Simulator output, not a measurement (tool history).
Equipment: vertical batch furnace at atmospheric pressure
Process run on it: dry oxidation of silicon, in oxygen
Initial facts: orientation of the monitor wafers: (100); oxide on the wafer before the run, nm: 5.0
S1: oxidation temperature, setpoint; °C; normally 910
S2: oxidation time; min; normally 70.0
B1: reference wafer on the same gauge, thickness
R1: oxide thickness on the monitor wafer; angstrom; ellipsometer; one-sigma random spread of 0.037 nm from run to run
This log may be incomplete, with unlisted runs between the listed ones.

{"run": 1, "hour": 0.0, "S1": 910, "S2": 70.0, "B1": 21.31, "R1": 249.6}
{"run": 2, "hour": 19.1, "S1": 910, "S2": 70.0, "B1": 21.32, "R1": 249.6}
{"hour": 30.4, "done": "gauge calibrated"}
{"run": 3, "hour": 32.0, "S1": 910, "S2": 70.0, "B1": 21.19, "R1": 248.4}
{"run": 4, "hour": 45.2, "S1": 924, "S2": 85.0, "B1": 21.19, "R1": 318.2}
{"run": 5, "hour": 55.1, "S1": 910, "S2": 70.0, "B1": 21.19, "R1": 248.5}
{"run": 6, "hour": 64.3, "S1": 910, "S2": 70.0, "B1": 21.22, "R1": 249.8}
{"run": 7, "hour": 85.4, "S1": 910, "S2": 70.0, "B1": 21.24, "R1": 248.9}
{"run": 8, "hour": 93.4, "S1": 910, "S2": 70.0, "B1": 21.24, "R1": 249.0}
{"run": 9, "hour": 101.9, "S1": 910, "S2": 70.0, "B1": 21.24, "R1": 250.0}
{"hour": 135.4, "done": "boat lift adjusted"}
{"run": 10, "hour": 135.9, "S1": 910, "S2": 36.5, "B1": 21.28, "R1": 171.6}
{"run": 11, "hour": 141.3, "S1": 910, "S2": 70.0, "B1": 21.28, "R1": 249.1}

Run 12 comes next. What will it give?
{"run": 12, "hour": 146.8, "S1": 921, "S2": 70.0, "B1": "?", "R1": "?"}

B1: 21.28
R1: 276.3 angstrom
If the tool had no hidden condition, the same run with the same run-to-run variation would have returned R1 275.2 angstrom.

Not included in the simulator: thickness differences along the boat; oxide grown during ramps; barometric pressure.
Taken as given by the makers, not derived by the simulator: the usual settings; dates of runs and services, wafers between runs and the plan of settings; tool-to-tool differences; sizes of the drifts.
